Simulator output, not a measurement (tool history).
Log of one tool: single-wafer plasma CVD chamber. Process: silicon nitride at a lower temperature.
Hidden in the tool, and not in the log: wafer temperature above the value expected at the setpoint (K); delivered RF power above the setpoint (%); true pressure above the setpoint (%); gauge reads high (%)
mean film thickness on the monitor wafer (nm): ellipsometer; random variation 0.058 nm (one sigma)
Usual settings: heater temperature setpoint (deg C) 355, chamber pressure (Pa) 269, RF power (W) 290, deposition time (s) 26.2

| run | hour | heater temperature setpoint (deg C) | chamber pressure (Pa) | RF power (W) | deposition time (s) | wafers since the last listed run | hours since the last thermocouple change | hours since the last RF generator calibration | hours since the last manometer calibration | hours since the showerhead was replaced | hours since the gauge calibration | read-back reference wafer on the same gauge, thickness_nm | mean film thickness on the monitor wafer (nm) |
|---|---|---|---|---|---|---|---|---|---|---|---|---|---|
| 1 | 0.0 | 355 | 269 | 290 | 26.2 | 0 | 953.9 | 1495.1 | 836.5 | 6216.1 | 52.5 | 29.190 | 32.381 |
| 2 | 10.1 | 355 | 269 | 290 | 26.2 | 204 | 964.0 | 1505.2 | 846.6 | 6226.2 | 62.6 | 29.202 | 32.320 |
| 3 | 22.3 | 355 | 269 | 290 | 26.2 | 246 | 976.2 | 1517.4 | 858.8 | 6238.4 | 74.8 | 29.209 | 32.410 |
| 4 | 31.6 | 355 | 269 | 290 | 26.2 | 187 | 985.5 | 1526.7 | 868.1 | 6247.7 | 84.1 | 29.198 | 32.439 |
| 5 | 47.1 | 355 | 269 | 290 | 26.2 | 313 | 1001.0 | 1542.2 | 883.6 | 6263.2 | 99.6 | 29.185 | 32.384 |
| 6 | 53.5 | 355 | 269 | 290 | 26.2 | 129 | 1007.4 | 1548.6 | 890.0 | 6269.6 | 106.0 | 29.221 | 32.352 |
| 7 | 71.1 | 355 | 269 | 290 | 22.5 | 355 | 1025.0 | 1566.2 | 907.6 | 6287.2 | 123.6 | 29.193 | 27.636 |
| 8 | 80.1 | 355 | 269 | 290 | 22.5 | 181 | 1034.0 | 1575.2 | 916.6 | 6296.2 | 132.6 | 29.205 | 27.766 |
| 9 | 97.2 | 355 | 269 | 290 | 26.2 | 345 | 1051.1 | 1592.3 | 933.7 | 6313.3 | 149.7 | 29.196 | 32.281 |
| 10 | 110.1 | 355 | 269 | 290 | 26.2 | 260 | 1064.0 | 1605.2 | 946.6 | 6326.2 | 162.6 | 29.204 | 32.229 |
|  | 122.8 | RF generator calibrated |
| 11 | 123.3 | 355 | 269 | 290 | 26.2 | 105 | 1077.2 | 0.5 | 959.8 | 6339.4 | 175.8 | 29.199 | 33.958 |
| 12 | 132.5 | 355 | 269 | 320 | 26.2 | 185 | 1086.4 | 9.7 | 969.0 | 6348.6 | 185.0 | 29.214 | 35.826 |
| 13 | 150.2 | 355 | 269 | 250 | 26.2 | 357 | 1104.1 | 27.4 | 986.7 | 6366.3 | 202.7 | 29.193 | 31.217 |
| 14 | 160.7 | 355 | 269 | 250 | 26.2 | 212 | 1114.6 | 37.9 | 997.2 | 6376.8 | 213.2 | 29.204 | 31.155 |
| 15 | 178.2 | 355 | 269 | 290 | 28.8 | 353 | 1132.1 | 55.4 | 1014.7 | 6394.3 | 230.7 | 29.198 | 37.279 |
| 16 | 190.2 | 340 | 291 | 255 | 31.4 | 242 | 1144.1 | 67.4 | 1026.7 | 6406.3 | 242.7 | 29.181 | 38.946 |
| 17 | 198.8 | 363 | 269 | 320 | 28.6 | 173 | 1152.7 | 76.0 | 1035.3 | 6414.9 | 251.3 | 29.205 | 38.956 |
| 18 | 204.9 | 355 | 269 | 290 | 26.2 | 123 | 1158.8 | 82.1 | 1041.4 | 6421.0 | 257.4 | 29.186 | 33.933 |
|  | 219.6 | gauge calibrated |
|  | 235.3 | showerhead replaced |
| 19 | 235.8 | 355 | 269 | 290 | 21.8 | 462 | 1189.7 | 113.0 | 1072.3 | 0.5 | 16.2 | 29.196 | 28.320 |
| 20 | 239.1 | 355 | 220 | 260 | 29.1 | 66 | 1193.0 | 116.3 | 1075.6 | 3.8 | 19.5 | 29.193 | 32.904 |
| 21 | 246.5 | 348 | 248 | 330 | 26.2 | 149 | 1200.4 | 123.7 | 1083.0 | 11.2 | 26.9 | 29.203 | 35.535 |
| 22 | 258.5 | 355 | 269 | 250 | 26.2 | 242 | 1212.4 | 135.7 | 1095.0 | 23.2 | 38.9 | 29.220 | 31.327 |
| 23 | 266.8 | 355 | 269 | 290 | 22.5 | 167 | 1220.7 | 144.0 | 1103.3 | 31.5 | 47.2 | 29.214 | 29.190 |
|  | 283.9 | capacitance manometer re-zeroed and calibrated |
| 24 | 284.4 | 343 | 269 | 240 | 23.9 | 194 | 1238.3 | 161.6 | 0.5 | 49.1 | 64.8 | 29.212 | 27.201 |
|  | 294.2 | thermocouple changed; heater temperature recalibrated |
| 25 | 294.7 | 340 | 295 | 315 | 31.4 | 46 | 0.5 | 171.9 | 10.8 | 59.4 | 75.1 | 29.198 | 43.028 |
| 26 | 327.8 | 347 | 209 | 260 | 28.0 | 669 | 33.6 | 205.0 | 43.9 | 92.5 | 108.2 | 29.208 | 30.200 |
| 27 | 339.0 | 341 | 309 | 255 | 21.6 | 226 | 44.8 | 216.2 | 55.1 | 103.7 | 119.4 | 29.179 | 26.702 |
| 28 | 355.9 | 355 | 269 | 290 | 26.2 | 341 | 61.7 | 233.1 | 72.0 | 120.6 | 136.3 | 29.187 | 33.168 |
| 29 | 362.3 | 355 | 333 | 290 | 26.2 | 129 | 68.1 | 239.5 | 78.4 | 127.0 | 142.7 | 29.204 | 35.381 |
| 30 | 372.9 | 355 | 244 | 290 | 24.6 | 214 | 78.7 | 250.1 | 89.0 | 137.6 | 153.3 | 29.193 | 29.989 |

Hidden state or all else? Some run-to-run changes of mean film thickness on the monitor wafer (nm), split into what the settings, what came in and random variation would give without the hidden state, and what is left for the hidden state (with any gauge scatter that isn't in both results):
Run 8 -> 9: deposition time (s) 22.5 -> 26.2. mean film thickness on the monitor wafer (nm) +4.515: hidden state -0.174, all else +4.689.
Run 10 -> 11: RF generator calibrated. mean film thickness on the monitor wafer (nm) +1.729: hidden state +1.671, all else +0.058.
Run 23 -> 24: heater temperature setpoint (deg C) 355 -> 343, RF power (W) 290 -> 240, deposition time (s) 22.5 -> 23.9, capacitance manometer re-zeroed and calibrated. mean film thickness on the monitor wafer (nm) -1.989: hidden state -0.785, all else -1.204.
Run 24 -> 25: heater temperature setpoint (deg C) 343 -> 340, chamber pressure (Pa) 269 -> 295, RF power (W) 240 -> 315, deposition time (s) 23.9 -> 31.4, thermocouple changed; heater temperature recalibrated. mean film thickness on the monitor wafer (nm) +15.827: hidden state -0.094, all else +15.921.
Run 25 -> 26: heater temperature setpoint (deg C) 340 -> 347, chamber pressure (Pa) 295 -> 209, RF power (W) 315 -> 260, deposition time (s) 31.4 -> 28.0. mean film thickness on the monitor wafer (nm) -12.828: hidden state +0.097, all else -12.925.
Run 27 -> 28: heater temperature setpoint (deg C) 341 -> 355, chamber pressure (Pa) 309 -> 269, RF power (W) 255 -> 290, deposition time (s) 21.6 -> 26.2. mean film thickness on the monitor wafer (nm) +6.466: hidden state -0.020, all else +6.486.
